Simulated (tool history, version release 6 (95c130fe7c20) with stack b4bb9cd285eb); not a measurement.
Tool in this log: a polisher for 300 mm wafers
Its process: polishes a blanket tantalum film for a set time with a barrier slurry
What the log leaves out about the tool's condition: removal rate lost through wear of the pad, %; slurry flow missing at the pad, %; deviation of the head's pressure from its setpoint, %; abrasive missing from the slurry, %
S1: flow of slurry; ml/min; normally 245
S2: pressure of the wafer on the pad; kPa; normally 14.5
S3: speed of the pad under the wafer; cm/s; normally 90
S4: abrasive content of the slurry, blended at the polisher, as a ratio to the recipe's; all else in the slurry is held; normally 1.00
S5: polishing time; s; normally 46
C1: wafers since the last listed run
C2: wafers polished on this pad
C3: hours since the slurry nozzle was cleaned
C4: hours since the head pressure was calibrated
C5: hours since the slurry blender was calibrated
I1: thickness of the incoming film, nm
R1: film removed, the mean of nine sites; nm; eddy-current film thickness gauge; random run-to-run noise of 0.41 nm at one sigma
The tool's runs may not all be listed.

Run 1, hour 0.0: usual settings; C1 0; C2 380; C3 280.7; C4 55.1; C5 114.9; I1 196.2. Result: R1 64.6 nm.
Run 2, hour 26.6: usual settings; C1 151; C2 532; C3 307.3; C4 81.7; C5 141.5; I1 203.4. Result: R1 63.8 nm.
Run 3, hour 69.8: usual settings; C1 246; C2 779; C3 350.5; C4 124.9; C5 184.7; I1 201.3. Result: R1 62.4 nm.
Run 4, hour 98.0: usual settings but S5 38 s; C1 161; C2 940; C3 378.7; C4 153.1; C5 212.9; I1 197.7. Result: R1 51.4 nm.
Run 5, hour 115.9: usual settings but S5 38 s; C1 102; C2 1042; C3 396.6; C4 171.0; C5 230.8; I1 202.5. Result: R1 50.9 nm.
Run 6, hour 132.2: usual settings but S3 110 cm/s, S4 0.85, S5 54 s; C1 93; C2 1135; C3 412.9; C4 187.3; C5 247.1; I1 197.5. Result: R1 83.8 nm.
Run 7, hour 149.6: usual settings; C1 99; C2 1235; C3 430.3; C4 204.7; C5 264.5; I1 200.2. Result: R1 60.9 nm.
Run 8, hour 170.1: usual settings but S3 66 cm/s; C1 117; C2 1352; C3 450.8; C4 225.2; C5 285.0; I1 199.7. Result: R1 44.4 nm.
Run 9, hour 188.2: usual settings but S2 18.6 kPa, S3 62 cm/s; C1 103; C2 1455; C3 468.9; C4 243.3; C5 303.1; I1 198.3. Result: R1 53.1 nm.
At hour 191.0: slurry nozzle cleaned.
Run 10, hour 220.9: usual settings but S1 305 ml/min, S5 37 s; C1 181; C2 1636; C3 29.9; C4 276.0; C5 335.8; I1 201.0. Result: R1 49.9 nm.
At hour 244.8: worn pad replaced by a new one.
Run 11, hour 281.8: usual settings but S4 1.15; C1 324; C2 211; C3 90.8; C4 336.9; C5 396.7; I1 202.2. Result: R1 68.0 nm.
Run 12, hour 313.9: usual settings but S1 295 ml/min, S2 16.5 kPa, S5 51 s; C1 183; C2 394; C3 122.9; C4 369.0; C5 428.8; I1 199.5. Result: R1 84.8 nm.
At hour 326.0: slurry blender recalibrated.
Run 13, hour 328.5: usual settings but S3 122 cm/s; C1 71; C2 466; C3 137.5; C4 383.6; C5 2.5; I1 197.8. Result: R1 87.8 nm.
Run 14, hour 350.7: usual settings; C1 126; C2 593; C3 159.7; C4 405.8; C5 24.7; I1 201.6. Result: R1 64.2 nm.
Run 15, hour 367.3: usual settings but S3 66 cm/s; C1 94; C2 688; C3 176.3; C4 422.4; C5 41.3; I1 200.6. Result: R1 47.7 nm.
Run 16, hour 398.4: usual settings; C1 177; C2 865; C3 207.4; C4 453.5; C5 72.4; I1 203.0. Result: R1 63.7 nm.
Run 17, hour 432.7: usual settings; C1 195; C2 1061; C3 241.7; C4 487.8; C5 106.7; I1 196.1. Result: R1 62.6 nm.
Run 18, hour 459.3: usual settings; C1 151; C2 1213; C3 268.3; C4 514.4; C5 133.3; I1 200.3. Result: R1 62.3 nm.
Run 19, hour 473.5: usual settings but S2 18.6 kPa; C1 81; C2 1294; C3 282.5; C4 528.6; C5 147.5; I1 200.5. Result: R1 80.0 nm.
At hour 477.2: head pressure recalibrated.
Run 20, hour 508.0: usual settings but S2 10.3 kPa, S4 1.25; C1 185; C2 1480; C3 317.0; C4 30.8; C5 182.0; I1 203.4. Result: R1 45.9 nm.
Run 21, hour 524.1: usual settings; C1 91; C2 1572; C3 333.1; C4 46.9; C5 198.1; I1 202.2. Result: R1 60.0 nm.

Run 22 comes next. What will it give?
Run 22, hour 536.5: usual settings but S1 200 ml/min, S2 10.3 kPa, S3 58 cm/s; C1 70; C2 1642; C3 345.5; C4 59.3; C5 210.5; I1 201.5. Result: R1 ?.

{"run 22": {"R1": 26.2}}
On a tool with no hidden condition, and with the same random variation, this run would have come out at R1 29.4 nm.
